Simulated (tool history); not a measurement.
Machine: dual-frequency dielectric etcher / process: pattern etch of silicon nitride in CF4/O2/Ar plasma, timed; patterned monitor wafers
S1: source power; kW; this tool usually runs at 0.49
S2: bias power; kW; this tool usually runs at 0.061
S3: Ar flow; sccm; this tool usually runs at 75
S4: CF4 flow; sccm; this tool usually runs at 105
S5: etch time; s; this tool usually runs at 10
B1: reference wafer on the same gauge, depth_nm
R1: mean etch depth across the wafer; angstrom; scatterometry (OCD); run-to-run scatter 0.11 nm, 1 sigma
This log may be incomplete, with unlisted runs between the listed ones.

run,hour,S1,S2,S3,S4,S5,B1,R1
1,0,0.45,0.047,60,105,12,15.4,177.8
2,48.3,0.49,0.061,75,105,10,15.35,183
# hour 96: wet clean of the chamber
3,153.8,0.44,0.07,75,105,10,15.4,178.4
4,219.9,0.49,0.061,75,97,10,15.47,184.1
5,255.7,0.43,0.061,61,89,11.5,15.46,187.3
6,293.3,0.45,0.061,75,105,10,15.46,171.9
# hour 298.9: source power generator calibrated
7,343.3,0.49,0.061,75,105,10,15.5,187.3
8,503,0.49,0.061,81,105,10,15.52,186.8
9,565.5,0.49,0.061,75,105,10,15.62,186.2
10,598.3,0.45,0.061,87,130,10,15.64,174.1
# hour 628.6: bias power generator calibrated
# hour 648: wet clean of the chamber
11,648.5,0.49,0.061,75,105,10,15.65,187.4
12,677.5,0.49,0.061,66,83,10,15.63,187.5
13,874.7,0.41,0.046,75,115,10,15.82,137.1
14,932.1,0.54,0.061,75,105,13,15.83,270.1
15,998.2,0.49,0.054,75,105,10,15.86,177.5
16,1048.6,0.49,0.073,89,105,10,15.92,207.6
# hour 1100.4: wet clean of the chamber
17,1100.9,0.56,0.061,56,96,8,15.91,175.4
18,1163.9,0.49,0.061,61,112,12,16.02,234.5
# hour 1215.8: gauge calibrated
19,1233.9,0.49,0.061,75,92,7,15.45,129.3
20,1268,0.49,0.061,75,130,10,15.4,188.3

Predict each of these 5 candidate next runs independently; none follows another, all start after run 20:
A,1268.4,0.49,0.061,75,105,10,?,?
B,1268.4,0.49,0.061,75,115,11,?,?
C,1268.4,0.39,0.061,62,105,10,?,?
D,1268.4,0.4,0.061,75,105,10,?,?
E,1268.4,0.44,0.061,70,120,10,?,?

run,B1,R1
A,15.42,183.8
B,15.42,203.6
C,15.42,147.5
D,15.42,149.8
E,15.42,167.3
Without the tool's hidden state the same runs would have given:
run,R1
A,183.6
B,203.4
C,147.4
D,149.6
E,167.2
